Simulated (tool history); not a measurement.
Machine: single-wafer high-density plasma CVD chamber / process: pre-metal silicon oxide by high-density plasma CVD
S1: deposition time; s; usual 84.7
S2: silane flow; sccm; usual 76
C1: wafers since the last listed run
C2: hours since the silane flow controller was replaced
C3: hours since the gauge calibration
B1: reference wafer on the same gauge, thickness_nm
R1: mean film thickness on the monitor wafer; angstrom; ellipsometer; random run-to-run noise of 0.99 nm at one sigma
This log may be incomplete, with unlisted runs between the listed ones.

| run | hour | S1 | S2 | C1 | C2 | C3 | B1 | R1 |
|---|---|---|---|---|---|---|---|---|
| 1 | 0.0 | 84.7 | 76 | 0 | 2497.0 | 149.2 | 520.924 | 6092.84 |
| 2 | 11.7 | 84.7 | 76 | 133 | 2508.7 | 160.9 | 521.052 | 6088.01 |
| 3 | 25.0 | 84.7 | 76 | 151 | 2522.0 | 174.2 | 521.296 | 6099.70 |
| 4 | 35.4 | 84.7 | 76 | 118 | 2532.4 | 184.6 | 521.192 | 6087.70 |
| 5 | 42.2 | 84.7 | 76 | 77 | 2539.2 | 191.4 | 520.923 | 6089.36 |
| 6 | 48.2 | 84.7 | 76 | 68 | 2545.2 | 197.4 | 521.113 | 6097.09 |
| 7 | 61.0 | 84.7 | 76 | 145 | 2558.0 | 210.2 | 521.120 | 6094.03 |
| 8 | 68.6 | 74.9 | 70 | 86 | 2565.6 | 217.8 | 520.718 | 4998.67 |
| 9 | 89.4 | 74.9 | 70 | 236 | 2586.4 | 238.6 | 521.096 | 5000.37 |
| 10 | 102.6 | 74.9 | 70 | 150 | 2599.6 | 251.8 | 521.055 | 5020.05 |
| 11 | 118.5 | 84.7 | 65 | 180 | 2615.5 | 267.7 | 521.133 | 5314.90 |
|  | 133.3 | silane flow controller replaced |
| 12 | 133.8 | 84.7 | 65 | 83 | 0.5 | 283.0 | 521.067 | 5518.62 |
| 13 | 137.2 | 84.7 | 65 | 38 | 3.9 | 286.4 | 521.068 | 5531.32 |
|  | 138.5 | gauge calibrated |
| 14 | 157.4 | 89.7 | 67 | 229 | 24.1 | 18.9 | 520.915 | 6006.81 |
| 15 | 167.4 | 84.7 | 76 | 113 | 34.1 | 28.9 | 521.008 | 6333.42 |
| 16 | 184.5 | 84.7 | 76 | 194 | 51.2 | 46.0 | 520.815 | 6312.86 |
| 17 | 195.0 | 84.7 | 76 | 119 | 61.7 | 56.5 | 520.927 | 6318.93 |
| 18 | 207.2 | 84.7 | 76 | 138 | 73.9 | 68.7 | 521.056 | 6320.57 |
| 19 | 216.3 | 101.2 | 76 | 103 | 83.0 | 77.8 | 520.931 | 7564.06 |
| 20 | 233.9 | 99.4 | 83 | 200 | 100.6 | 95.4 | 520.871 | 8023.93 |
| 21 | 248.3 | 84.7 | 76 | 163 | 115.0 | 109.8 | 520.950 | 6325.29 |
| 22 | 260.8 | 84.7 | 76 | 142 | 127.5 | 122.3 | 520.761 | 6337.67 |
| 23 | 268.3 | 92.9 | 64 | 85 | 135.0 | 129.8 | 520.819 | 5959.22 |
| 24 | 280.1 | 84.7 | 76 | 134 | 146.8 | 141.6 | 520.919 | 6318.43 |
| 25 | 293.1 | 76.0 | 70 | 147 | 159.8 | 154.6 | 520.986 | 5276.21 |
| 26 | 305.6 | 84.7 | 76 | 142 | 172.3 | 167.1 | 520.892 | 6297.07 |
| 27 | 320.6 | 84.7 | 80 | 170 | 187.3 | 182.1 | 520.967 | 6595.03 |
| 28 | 327.7 | 95.8 | 87 | 80 | 194.4 | 189.2 | 520.827 | 8043.23 |
| 29 | 339.0 | 89.2 | 90 | 128 | 205.7 | 200.5 | 520.995 | 7691.57 |
| 30 | 346.9 | 73.7 | 61 | 89 | 213.6 | 208.4 | 521.049 | 4540.33 |
| 31 | 355.3 | 89.7 | 76 | 95 | 222.0 | 216.8 | 520.919 | 6694.41 |
| 32 | 365.0 | 73.7 | 61 | 110 | 231.7 | 226.5 | 520.957 | 4548.90 |
| 33 | 380.7 | 93.9 | 87 | 178 | 247.4 | 242.2 | 520.915 | 7875.86 |
| 34 | 389.6 | 69.9 | 82 | 101 | 256.3 | 251.1 | 520.894 | 5561.41 |
| 35 | 396.3 | 84.7 | 91 | 76 | 263.0 | 257.8 | 520.933 | 7402.16 |
| 36 | 413.0 | 93.2 | 64 | 189 | 279.7 | 274.5 | 521.113 | 5983.01 |
| 37 | 424.9 | 84.7 | 76 | 135 | 291.6 | 286.4 | 521.045 | 6307.75 |

Give the tool's hidden conditions for every run:
gauge reads high (%): 0 across all the runs
H1: delivered silane flow above the setpoint (%)
| run | H1 |
|---|---|
| 1 | -4.22 |
| 2 | -4.24 |
| 3 | -4.27 |
| 4 | -4.29 |
| 5 | -4.31 |
| 6 | -4.32 |
| 7 | -4.34 |
| 8 | -4.36 |
| 9 | -4.4 |
| 10 | -4.43 |
| 11 | -4.46 |
| 12 | 0.0613 |
| 13 | 0.0544 |
| 14 | 0.0133 |
| 15 | -0.00701 |
| 16 | -0.0418 |
| 17 | -0.0631 |
| 18 | -0.0879 |
| 19 | -0.106 |
| 20 | -0.142 |
| 21 | -0.172 |
| 22 | -0.197 |
| 23 | -0.212 |
| 24 | -0.236 |
| 25 | -0.263 |
| 26 | -0.288 |
| 27 | -0.319 |
| 28 | -0.333 |
| 29 | -0.356 |
| 30 | -0.372 |
| 31 | -0.389 |
| 32 | -0.409 |
| 33 | -0.441 |
| 34 | -0.459 |
| 35 | -0.472 |
| 36 | -0.506 |
| 37 | -0.531 |

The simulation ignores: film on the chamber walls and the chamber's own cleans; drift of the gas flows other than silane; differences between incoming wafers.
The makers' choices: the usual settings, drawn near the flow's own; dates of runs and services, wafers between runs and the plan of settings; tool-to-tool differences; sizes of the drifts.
